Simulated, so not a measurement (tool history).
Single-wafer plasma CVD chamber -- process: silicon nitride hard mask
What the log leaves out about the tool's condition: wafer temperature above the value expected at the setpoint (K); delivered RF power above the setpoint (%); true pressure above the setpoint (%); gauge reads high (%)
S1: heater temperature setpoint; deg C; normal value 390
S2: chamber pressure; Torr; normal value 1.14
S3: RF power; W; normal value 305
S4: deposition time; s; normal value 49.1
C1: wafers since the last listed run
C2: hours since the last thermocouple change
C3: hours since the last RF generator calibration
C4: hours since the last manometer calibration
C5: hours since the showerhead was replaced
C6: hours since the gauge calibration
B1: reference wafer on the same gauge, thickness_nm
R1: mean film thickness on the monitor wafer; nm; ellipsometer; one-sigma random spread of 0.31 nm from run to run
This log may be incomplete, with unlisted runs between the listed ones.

run     day   S1    S2   S3    S4    C1      C2     C3      C4      C5      C6      B1      R1
  1   0.000  390  1.14  305  49.1     0  1229.2  476.3  1756.3  3269.0  1226.2  52.378  57.948
  2   2.683  390  1.14  305  49.1  1869  1293.6  540.7  1820.7  3333.4  1290.6  52.395  57.122
  3   4.542  390  1.14  305  49.1  1294  1338.2  585.3  1865.3  3378.0  1335.2  52.352  57.647
  4   7.829  390  1.14  305  49.1  2289  1417.1  664.2  1944.2  3456.9  1414.1  52.420  57.528
  5  10.338  390  1.14  305  54.4  1747  1477.3  724.4  2004.4  3517.1  1474.3  52.358  62.852
     12.962  -- capacitance manometer re-zeroed and calibrated
  6  14.667  390  1.14  305  54.4  2783  1581.2  828.3    40.9  3621.0  1578.2  52.358  63.366
  7  16.717  390  1.14  305  54.4  1427  1630.4  877.5    90.1  3670.2  1627.4  52.364  62.874
     18.783  -- RF generator calibrated
  8  18.842  390  1.14  305  49.1  1247  1681.4    1.4   141.1  3721.2  1678.4  52.437  59.071
  9  26.046  390  1.14  305  49.1  5017  1854.3  174.3   314.0  3894.1  1851.3  52.507  58.334
     28.129  -- thermocouple changed; heater temperature recalibrated
 10  28.150  390  1.14  305  49.1  1233     0.5  224.8   364.5  3944.6  1901.8  52.377  58.384
 11  31.529  390  1.14  260  49.1  2353    81.6  305.9   445.6  4025.7  1982.9  52.406  53.401
 12  34.242  390  1.14  335  51.8  1889   146.7  371.0   510.7  4090.8  2048.0  52.374  64.143
 13  36.404  401  1.26  355  56.1  1506   198.6  422.9   562.6  4142.7  2099.9  52.427  73.729
     38.804  -- showerhead replaced
 14  40.700  386  1.28  305  49.1  2760   301.7  526.0   665.7    45.5  2203.0  52.401  60.530
 15  42.917  379  1.43  285  53.6  1543   354.9  579.2   718.9    98.7  2256.2  52.397  66.615
     44.229  -- gauge calibrated
 16  45.371  390  1.14  305  49.1  1709   413.8  638.1   777.8   157.6    27.4  52.426  56.893
 17  47.088  390  1.14  360  55.2  1195   455.0  679.3   819.0   198.8    68.6  52.382  69.596
 18  49.267  390  1.14  255  54.1  1517   507.3  731.6   871.3   251.1   120.9  52.411  57.208
 19  52.612  402  1.14  305  49.1  2330   587.6  811.9   951.6   331.4   201.2  52.457  56.798
 20  59.733  376  1.28  305  55.2  4959   758.5  982.8  1122.5   502.3   372.1  52.407  66.362
     60.688  -- RF generator calibrated
 21  63.158  385  0.89  360  55.3  2153   840.7   59.3  1204.7   584.5   454.3  52.351  63.464
 22  64.750  398  1.14  305  56.7  1108   878.9   97.5  1242.9   622.7   492.5  52.398  67.585
 23  66.796  382  1.22  330  49.1  1424   928.0  146.6  1292.0   671.8   541.6  52.418  62.622
 24  70.496  390  1.14  305  49.1  2577  1016.8  235.4  1380.8   760.6   630.4  52.324  58.201
 25  72.950  390  1.14  305  49.1  1709  1075.7  294.3  1439.7   819.5   689.3  52.406  57.794
 26  74.958  385  1.26  265  42.3  1398  1123.9  342.5  1487.9   867.7   737.5  52.404  48.894
 27  77.558  390  1.02  305  49.1  1810  1186.3  404.9  1550.3   930.1   799.9  52.471  54.147
 28  80.792  396  1.14  340  49.1  2252  1263.9  482.5  1627.9  1007.7   877.5  52.278  60.968

For each run, what was the tool's unlogged condition?
wafer temperature above the value expected at the setpoint (K): 0 across all the runs
true pressure above the setpoint (%): 0 across all the runs
gauge reads high (%): 0 across all the runs
H1: delivered RF power above the setpoint (%)
run     H1
  1  -4.72
  2  -5.23
  3  -5.59
  4  -6.22
  5   -6.7
  6  -7.54
  7  -7.93
  8  -1.58
  9  -2.97
 10  -3.37
 11  -4.02
 12  -4.54
 13  -4.95
 14  -5.78
 15  -6.21
 16  -6.68
 17  -7.01
 18  -7.42
 19  -8.07
 20  -9.43
 21  -1.28
 22  -1.58
 23  -1.97
 24  -2.68
 25  -3.16
 26  -3.54
 27  -4.04
 28  -4.66
